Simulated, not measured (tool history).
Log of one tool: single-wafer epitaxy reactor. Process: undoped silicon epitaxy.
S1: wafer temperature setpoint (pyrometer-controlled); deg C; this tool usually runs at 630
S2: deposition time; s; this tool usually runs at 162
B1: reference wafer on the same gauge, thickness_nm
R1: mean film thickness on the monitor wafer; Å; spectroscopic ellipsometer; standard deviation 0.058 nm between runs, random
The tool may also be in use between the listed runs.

run     day   S1   S2      B1      R1
  1   0.000  630  162  16.993  162.21
  2   1.046  620  162  16.980  124.78
  3   2.079  620  162  17.007  124.83
  4   2.879  630  162  17.024  162.03
  5   3.688  630  162  17.001  162.52
  6   4.954  630  162  16.994  160.28
  7   5.492  630  162  16.999  162.32
  8   6.258  630  162  16.982  162.13
  9   7.746  630  162  16.993  161.79
 10   8.796  630  162  17.026  162.00
 11   9.325  630  162  16.985  161.83
 12  10.412  630  162  16.994  162.26
 13  11.762  621  162  16.988  127.48
 14  13.171  621  162  17.019  127.11
 15  13.854  621  162  16.993  127.04
 16  15.058  630  162  17.004  161.65
     18.612  -- gauge calibrated
 17  19.058  630  162  16.992  160.30
 18  20.208  630  162  17.021  161.26
 19  21.167  630  162  17.010  159.99
 20  21.738  630  162  17.009  161.00
 21  22.950  630  162  17.008  160.96
 22  23.942  630  140  16.997  139.32
 23  26.725  640  162  17.030  207.62
 24  27.858  630  136  16.995  135.71
 25  28.838  640  173  16.982  222.19
     30.267  -- pyrometer calibrated
 26  30.288  641  134  17.025  180.17
 27  31.575  630  162  16.974  164.39
 28  33.054  620  144  16.997  111.69
 29  34.192  637  162  17.004  196.26
 30  35.662  630  147  17.020  147.92
 31  36.567  623  134  16.998  113.75
 32  37.933  634  130  16.998  144.92
 33  38.867  634  182  17.010  203.06

For run 34, what comes out?
 34  39.579  620  162   ?   ?

B1: 17.004
R1: 125.07 Å
Had the tool carried no hidden state, the very same run would have given R1 127.06 Å.
